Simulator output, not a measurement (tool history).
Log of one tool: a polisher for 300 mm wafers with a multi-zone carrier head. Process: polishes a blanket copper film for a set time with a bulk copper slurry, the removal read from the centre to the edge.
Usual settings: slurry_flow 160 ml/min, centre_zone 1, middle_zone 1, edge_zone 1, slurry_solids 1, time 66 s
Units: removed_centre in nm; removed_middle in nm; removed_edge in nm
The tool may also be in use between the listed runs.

run,hour,slurry_flow,centre_zone,middle_zone,edge_zone,slurry_solids,time,wafers since the last listed run,wafers polished on this pad,hours since the slurry nozzle was cleaned,hours since the centre zone pressure was calibrated,hours since the edge zone pressure was calibrated,hours since the carrier head's membrane was replaced,"incoming thickness of the incoming film, nm",removed_centre,removed_middle,removed_edge
1,0,160,1,1,0.94,1,66,0,514,514.5,940.3,783.8,1052.5,2577,579.9,582.6,552.2
2,13.8,160,1,1,0.94,1,66,136,651,528.3,954.1,797.6,1066.3,2520.1,582.4,565.8,544.2
3,26,160,1,1,1,1,66,120,772,540.5,966.3,809.8,1078.5,2544.9,577,564.8,558.2
4,34.5,160,1,1,1,1,66,84,856,549,974.8,818.3,1087,2496.9,575.6,551.4,547.8
5,48.2,160,1,1,1,1,66,135,992,562.7,988.5,832,1100.7,2555.2,552.9,552.6,554.6
6,61.5,160,1,1,1,1,66,131,1124,576,1001.8,845.3,1114,2529.9,574,554.6,546
7,73.3,160,1,1,1,1,66,116,1240,587.8,1013.6,857.1,1125.8,2503,556.2,550.1,545.3
8,89.5,160,1,1,1,1,66,160,1401,604,1029.8,873.3,1142,2515.2,566,557.7,548.8
# hour 98.3: worn pad replaced by a new one
9,99.3,195,1,1,1,1,66,57,10,613.8,1039.6,883.1,1151.8,2483.2,663.1,653.6,632.2
10,113.3,195,1,1,1,1,66,138,148,627.8,1053.6,897.1,1165.8,2526.9,632.6,623.7,604.3
# hour 128.2: carrier head's membrane replaced by a new one
11,128.7,195,1,1,1,1,66,102,251,643.2,1069,912.5,0.5,2565.7,618.1,615.1,593.7
12,144.5,160,1,1,1,1,66,156,408,659,1084.8,928.3,16.3,2528.8,599.6,575.8,567.6
13,153.9,160,1,1,1.06,0.9,66,93,501,668.4,1094.2,937.7,25.7,2522.4,569.3,554.5,562.7
14,165.4,160,1,1,1,1,47,113,615,679.9,1105.7,949.2,37.2,2524.5,412.9,403.3,397.6
# hour 171.5: slurry nozzle cleaned
15,179.8,160,1,1,1,1,66,132,748,8.3,1120.1,963.6,51.6,2556,571.4,560.4,554.5
16,192,175,1,1,1,1,66,120,868,20.5,1132.3,975.8,63.8,2506.9,582.1,573.9,557.2
17,199.1,210,1.07,0.94,1,1.3,66,70,939,27.6,1139.4,982.9,70.9,2505.6,696.1,596.3,617.1
# hour 212.2: centre zone pressure recalibrated
# hour 214.3: edge zone pressure recalibrated
18,214.8,160,1.04,1.11,1,1.1,51,115,1055,43.3,2.6,0.5,86.6,2580.9,460.9,491.8,432.2
19,218.3,160,1,0.91,1,0.8,66,34,1089,46.8,6.1,4,90.1,2548.8,532,474.5,513.6
20,231.3,160,1,1,1,1,66,128,1218,59.8,19.1,17,103.1,2561.6,574.5,551.5,546.1
# hour 236.9: worn pad replaced by a new one
21,245,160,1,0.92,1,1.2,78,96,79,73.5,32.8,30.7,116.8,2522.6,786.7,719.5,758.6
22,289.6,160,1,1,1,1,66,441,521,118.1,77.4,75.3,161.4,2516.3,597.1,577.3,562.5

Forecast each of these 3 alternatives for the next run:
A,290,160,1.09,1,1,1,66,3,525,118.5,77.8,75.7,161.8,2536.3,?,?,?
B,290,200,1,1,1,1,45,3,525,118.5,77.8,75.7,161.8,2536.3,?,?,?
C,290,160,1,1,0.9,0.85,87,3,525,118.5,77.8,75.7,161.8,2536.3,?,?,?

run,removed_centre,removed_middle,removed_edge
A,643.9,575.5,566.4
B,417,404.9,395.1
C,739,720.3,674.3
Without the tool's hidden state the same runs would have given:
run,removed_centre,removed_middle,removed_edge
A,704.2,629.4,619.5
B,456.1,442.9,432.1
C,808.3,787.9,737.5

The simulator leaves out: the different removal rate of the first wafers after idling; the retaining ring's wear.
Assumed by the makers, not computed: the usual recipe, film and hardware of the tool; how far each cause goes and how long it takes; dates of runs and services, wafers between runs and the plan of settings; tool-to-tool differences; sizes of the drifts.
